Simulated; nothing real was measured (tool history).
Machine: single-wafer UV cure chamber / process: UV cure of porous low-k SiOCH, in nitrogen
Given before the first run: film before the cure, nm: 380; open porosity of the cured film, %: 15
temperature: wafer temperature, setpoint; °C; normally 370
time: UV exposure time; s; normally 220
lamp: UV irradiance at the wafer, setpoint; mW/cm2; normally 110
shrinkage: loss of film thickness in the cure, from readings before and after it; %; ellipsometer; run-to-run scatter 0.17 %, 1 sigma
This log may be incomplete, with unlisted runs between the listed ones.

{"run": 1, "day": 0.0, "temperature": 370, "time": 220, "lamp": 110, "shrinkage": 10.429}
{"run": 2, "day": 0.412, "temperature": 370, "time": 220, "lamp": 110, "shrinkage": 10.404}
{"run": 3, "day": 0.933, "temperature": 370, "time": 220, "lamp": 110, "shrinkage": 10.713}
{"run": 4, "day": 1.346, "temperature": 370, "time": 220, "lamp": 110, "shrinkage": 10.267}
{"run": 5, "day": 1.862, "temperature": 370, "time": 220, "lamp": 110, "shrinkage": 10.334}
{"run": 6, "day": 2.458, "temperature": 370, "time": 220, "lamp": 110, "shrinkage": 10.153}
{"run": 7, "day": 3.079, "temperature": 370, "time": 220, "lamp": 110, "shrinkage": 10.121}
{"run": 8, "day": 3.717, "temperature": 370, "time": 220, "lamp": 110, "shrinkage": 10.243}
{"run": 9, "day": 4.354, "temperature": 370, "time": 220, "lamp": 110, "shrinkage": 10.249}
{"run": 10, "day": 5.054, "temperature": 359, "time": 220, "lamp": 110, "shrinkage": 9.797}
{"run": 11, "day": 5.392, "temperature": 370, "time": 220, "lamp": 110, "shrinkage": 10.066}
{"run": 12, "day": 6.038, "temperature": 361, "time": 220, "lamp": 131, "shrinkage": 10.553}
{"run": 13, "day": 6.354, "temperature": 361, "time": 220, "lamp": 131, "shrinkage": 10.505}
{"day": 7.012, "done": "quartz window cleaned"}
{"run": 14, "day": 7.033, "temperature": 358, "time": 220, "lamp": 110, "shrinkage": 10.874}
{"run": 15, "day": 7.488, "temperature": 358, "time": 220, "lamp": 110, "shrinkage": 10.576}
{"run": 16, "day": 8.158, "temperature": 370, "time": 220, "lamp": 110, "shrinkage": 11.189}
{"day": 8.508, "done": "UV bulbs replaced"}
{"run": 17, "day": 8.55, "temperature": 387, "time": 135, "lamp": 110, "shrinkage": 9.363}
{"run": 18, "day": 8.871, "temperature": 358, "time": 220, "lamp": 110, "shrinkage": 11.025}
{"run": 19, "day": 10.238, "temperature": 381, "time": 220, "lamp": 110, "shrinkage": 11.31}
{"run": 20, "day": 10.971, "temperature": 383, "time": 305, "lamp": 80, "shrinkage": 11.244}
{"run": 21, "day": 11.442, "temperature": 370, "time": 220, "lamp": 110, "shrinkage": 10.76}
{"run": 22, "day": 12.4, "temperature": 360, "time": 220, "lamp": 110, "shrinkage": 10.418}
{"run": 23, "day": 12.75, "temperature": 370, "time": 220, "lamp": 110, "shrinkage": 10.765}
{"run": 24, "day": 13.379, "temperature": 370, "time": 220, "lamp": 110, "shrinkage": 10.865}
{"run": 25, "day": 13.992, "temperature": 370, "time": 170, "lamp": 110, "shrinkage": 9.849}
{"run": 26, "day": 14.342, "temperature": 383, "time": 220, "lamp": 85, "shrinkage": 10.167}
{"run": 27, "day": 14.746, "temperature": 370, "time": 270, "lamp": 110, "shrinkage": 12.074}
{"run": 28, "day": 15.35, "temperature": 354, "time": 350, "lamp": 110, "shrinkage": 12.915}
{"run": 29, "day": 15.8, "temperature": 364, "time": 145, "lamp": 94, "shrinkage": 8.37}
{"run": 30, "day": 18.021, "temperature": 370, "time": 220, "lamp": 110, "shrinkage": 10.785}

4 ways to go on from here, each from the tool as it stands after run 30. What would each give?
{"run": "A", "day": 18.042, "temperature": 370, "time": 220, "lamp": 76, "shrinkage": "?"}
{"run": "B", "day": 18.042, "temperature": 381, "time": 315, "lamp": 77, "shrinkage": "?"}
{"run": "C", "day": 18.042, "temperature": 370, "time": 330, "lamp": 110, "shrinkage": "?"}
{"run": "D", "day": 18.042, "temperature": 386, "time": 220, "lamp": 110, "shrinkage": "?"}

run=A shrinkage=9.318
run=B shrinkage=11.228
run=C shrinkage=12.949
run=D shrinkage=11.312
Take away the tool's hidden state, keep each run's random variation, and the runs would have read:
run=A shrinkage=9.545
run=B shrinkage=11.468
run=C shrinkage=13.2
run=D shrinkage=11.553

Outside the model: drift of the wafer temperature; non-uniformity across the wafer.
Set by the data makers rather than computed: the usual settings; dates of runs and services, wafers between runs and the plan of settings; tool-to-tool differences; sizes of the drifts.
